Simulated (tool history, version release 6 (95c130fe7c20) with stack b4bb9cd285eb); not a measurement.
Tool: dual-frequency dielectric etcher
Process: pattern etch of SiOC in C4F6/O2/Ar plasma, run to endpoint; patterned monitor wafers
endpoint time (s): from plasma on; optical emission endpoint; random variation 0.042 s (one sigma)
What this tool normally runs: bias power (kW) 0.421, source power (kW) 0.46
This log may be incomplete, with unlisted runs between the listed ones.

run   hour  bias power (kW)  source power (kW)  wafers since the last listed run  hours since the last wet clean  hours since the last bias power generator calibration  hours since the last source power generator calibration  hours since the last upper electrode change  incoming incoming film thickness, nm  endpoint time (s)
  1      0            0.421               0.46                                 0                            50.9                                                 3120.2                                                   2332.4                                         2693                                 29.72                9.6
  2   29.7            0.421               0.46                               579                            80.6                                                 3149.9                                                   2362.1                                       2722.7                                 29.79                9.6
  3   46.8            0.421               0.46                               333                            97.7                                                   3167                                                   2379.2                                       2739.8                                 29.48                9.4
  4   75.9            0.421               0.46                               568                           126.8                                                 3196.1                                                   2408.3                                       2768.9                                 29.92                9.6
  5  105.9            0.421               0.46                               585                           156.8                                                 3226.1                                                   2438.3                                       2798.9                                 29.87                9.6
  6  119.7            0.421               0.46                               269                           170.6                                                 3239.9                                                   2452.1                                       2812.7                                 29.76                9.5
  7  138.9            0.421               0.46                               374                           189.8                                                 3259.1                                                   2471.3                                       2831.9                                 29.99                9.6
  8  166.7            0.421               0.46                               542                           217.6                                                 3286.9                                                   2499.1                                       2859.7                                 29.64                9.4
  9  194.1            0.421               0.46                               534                             245                                                 3314.3                                                   2526.5                                       2887.1                                 29.64                9.4
 10  219.5            0.421               0.46                               495                           270.4                                                 3339.7                                                   2551.9                                       2912.5                                    30                9.5
 11  242.5            0.353               0.46                               448                           293.4                                                 3362.7                                                   2574.9                                       2935.5                                 29.98                9.7
 12  256.9            0.353               0.46                               281                           307.8                                                 3377.1                                                   2589.3                                       2949.9                                 29.86                9.9
 13  276.6            0.421                0.4                               384                           327.5                                                 3396.8                                                     2609                                       2969.6                                 29.62                9.8
 14  302.8            0.421                0.4                               511                           353.7                                                   3423                                                   2635.2                                       2995.8                                 29.64                9.8
 15  317.6            0.421                0.4                               288                           368.5                                                 3437.8                                                     2650                                       3010.6                                 29.97                 10
     335.8  -- bias power generator calibrated
 16    353            0.421               0.46                               612                           403.9                                                   17.2                                                   2685.4                                         3046                                 29.83                9.4
     358.6  -- source power generator calibrated
 17  376.9            0.421               0.51                               388                           427.8                                                   41.1                                                     18.3                                       3069.9                                 29.95                  9
 18  402.6             0.32               0.55                               501                           453.5                                                   66.8                                                       44                                       3095.6                                 29.71                9.1
 19  481.9             0.34               0.43                              1547                           532.8                                                  146.1                                                    123.3                                       3174.9                                 29.88                9.8
     514.9  -- wet clean of the chamber
     524.8  -- upper electrode replaced
 20  525.3            0.421               0.46                               185                            10.4                                                  189.5                                                    166.7                                          0.5                                 29.99                9.8
 21  528.6            0.376               0.39                                64                            13.7                                                  192.8                                                      170                                          3.8                                 30.11               10.7
 22  550.3            0.421               0.46                               423                            35.4                                                  214.5                                                    191.7                                         25.5                                 29.81                9.7
 23  577.3            0.421               0.46                               527                            62.4                                                  241.5                                                    218.7                                         52.5                                  29.8                9.6
 24  611.4             0.51               0.36                               665                            96.5                                                  275.6                                                    252.8                                         86.6                                 29.67               10.1
 25  642.4            0.478               0.46                               605                           127.5                                                  306.6                                                    283.8                                        117.6                                  29.6                9.4
 26  659.8            0.333               0.34                               339                           144.9                                                    324                                                    301.2                                          135                                 29.75               11.2
 27  685.5            0.501               0.46                               501                           170.6                                                  349.7                                                    326.9                                        160.7                                 29.92                9.3
 28  702.4            0.325                0.5                               329                           187.5                                                  366.6                                                    343.8                                        177.6                                 29.79                9.7
 29  737.9            0.421               0.55                               692                             223                                                  402.1                                                    379.3                                        213.1                                 29.94                8.9
 30  759.8            0.378               0.51                               427                           244.9                                                    424                                                    401.2                                          235                                 29.88                9.4
 31  777.7            0.354               0.46                               349                           262.8                                                  441.9                                                    419.1                                        252.9                                 29.84                9.9

Some steps in endpoint time (s) between neighbouring runs. How much of each would the tool show without its hidden state too (settings, what came in, random variation), and how much is left for the hidden state, with any gauge scatter that isn't in both results?
Hidden state present: etch rate over this chamber's usual, %; bias power that arrives over what is set, %; source power that arrives over what is set, %.
Run 5 -> 6: no setting touched and nothing written in the log between the runs. endpoint time (s) -0.1: hidden state -0.1, all else +0.
Run 9 -> 10: no setting touched and nothing written in the log between the runs. endpoint time (s) +0.1: hidden state -0.1, all else +0.2.
Run 19 -> 20: bias power (kW) 0.34 -> 0.421, source power (kW) 0.43 -> 0.46, wet clean of the chamber, upper electrode replaced. endpoint time (s) +0: hidden state +0.5, all else -0.5.
Run 21 -> 22: bias power (kW) 0.376 -> 0.421, source power (kW) 0.39 -> 0.46. endpoint time (s) -1: hidden state +0, all else -1.
Run 25 -> 26: bias power (kW) 0.478 -> 0.333, source power (kW) 0.46 -> 0.34. endpoint time (s) +1.8: hidden state +0, all else +1.8.
Run 26 -> 27: bias power (kW) 0.333 -> 0.501, source power (kW) 0.34 -> 0.46. endpoint time (s) -1.9: hidden state -0.1, all else -1.8.
